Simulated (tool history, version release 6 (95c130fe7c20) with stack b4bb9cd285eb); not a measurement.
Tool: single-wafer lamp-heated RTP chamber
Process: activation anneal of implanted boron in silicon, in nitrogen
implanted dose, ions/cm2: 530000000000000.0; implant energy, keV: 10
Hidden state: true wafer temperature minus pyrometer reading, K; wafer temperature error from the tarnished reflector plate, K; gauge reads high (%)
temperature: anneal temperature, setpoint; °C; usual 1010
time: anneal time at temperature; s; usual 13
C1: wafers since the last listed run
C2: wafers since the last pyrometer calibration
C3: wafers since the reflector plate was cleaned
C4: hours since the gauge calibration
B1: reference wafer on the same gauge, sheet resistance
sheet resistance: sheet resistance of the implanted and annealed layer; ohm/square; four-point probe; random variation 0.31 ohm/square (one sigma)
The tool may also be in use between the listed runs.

Run 1, hour 0.0: usual settings but time 18 s; C1 0; C2 4190; C3 4190; C4 80.1; B1 206.92. Result: sheet resistance 207.87 ohm/square.
Run 2, hour 10.1: usual settings but time 18 s; C1 193; C2 4383; C3 4383; C4 90.2; B1 207.07. Result: sheet resistance 207.01 ohm/square.
At hour 20.7: gauge calibrated.
Run 3, hour 22.2: usual settings but time 18 s; C1 231; C2 4614; C3 4614; C4 1.5; B1 207.15. Result: sheet resistance 207.45 ohm/square.
Run 4, hour 37.8: usual settings but time 9 s; C1 298; C2 4913; C3 4913; C4 17.1; B1 206.94. Result: sheet resistance 208.39 ohm/square.
At hour 57.2: reflector plate cleaned.
Run 5, hour 57.7: usual settings but time 9 s; C1 227; C2 5140; C3 9; C4 37.0; B1 207.00. Result: sheet resistance 208.31 ohm/square.
Run 6, hour 68.2: usual settings but time 9 s; C1 200; C2 5341; C3 210; C4 47.5; B1 207.15. Result: sheet resistance 208.79 ohm/square.
Run 7, hour 92.1: usual settings; C1 456; C2 5798; C3 667; C4 71.4; B1 206.85. Result: sheet resistance 207.69 ohm/square.
Run 8, hour 100.3: usual settings but temperature 1035 °C, time 7 s; C1 156; C2 5955; C3 823; C4 79.6; B1 207.07. Result: sheet resistance 207.01 ohm/square.
Run 9, hour 107.4: usual settings but temperature 1033 °C, time 19 s; C1 135; C2 6090; C3 959; C4 86.7; B1 206.94. Result: sheet resistance 206.18 ohm/square.
Run 10, hour 114.7: usual settings; C1 139; C2 6230; C3 1099; C4 94.0; B1 206.98. Result: sheet resistance 208.07 ohm/square.
At hour 126.3: gauge calibrated.
At hour 129.8: pyrometer window cleaned and pyrometer calibrated.
Run 11, hour 130.3: usual settings; C1 145; C2 8; C3 1244; C4 4.0; B1 207.05. Result: sheet resistance 207.33 ohm/square.
Run 12, hour 139.3: usual settings but temperature 1001 °C; C1 172; C2 180; C3 1416; C4 13.0; B1 207.11. Result: sheet resistance 209.14 ohm/square.
Run 13, hour 154.3: usual settings but temperature 993 °C, time 11 s; C1 286; C2 467; C3 1703; C4 28.0; B1 207.02. Result: sheet resistance 211.76 ohm/square.
Run 14, hour 167.2: usual settings but temperature 991 °C; C1 246; C2 714; C3 1949; C4 40.9; B1 206.92. Result: sheet resistance 212.28 ohm/square.

Forecast each of these 5 alternatives for the next run:
Run A, hour 167.6: usual settings; C1 7; C2 721; C3 1957; C4 41.3; B1 ?. Result: sheet resistance ?.
Run B, hour 167.6: usual settings but temperature 1023 °C, time 9 s; C1 7; C2 721; C3 1957; C4 41.3; B1 ?. Result: sheet resistance ?.
Run C, hour 167.6: usual settings but temperature 994 °C, time 16 s; C1 7; C2 721; C3 1957; C4 41.3; B1 ?. Result: sheet resistance ?.
Run D, hour 167.6: usual settings but time 6 s; C1 7; C2 721; C3 1957; C4 41.3; B1 ?. Result: sheet resistance ?.
Run E, hour 167.6: usual settings but temperature 982 °C, time 18 s; C1 7; C2 721; C3 1957; C4 41.3; B1 ?. Result: sheet resistance ?.

run      B1  sheet resistance
  A  207.06            208.09
  B  207.06            207.57
  C  207.06            210.99
  D  207.06            208.96
  E  207.06            215.80
Without the tool's hidden state the same runs would have given:
run  sheet resistance
  A            208.09
  B            207.57
  C            210.99
  D            208.96
  E            215.80

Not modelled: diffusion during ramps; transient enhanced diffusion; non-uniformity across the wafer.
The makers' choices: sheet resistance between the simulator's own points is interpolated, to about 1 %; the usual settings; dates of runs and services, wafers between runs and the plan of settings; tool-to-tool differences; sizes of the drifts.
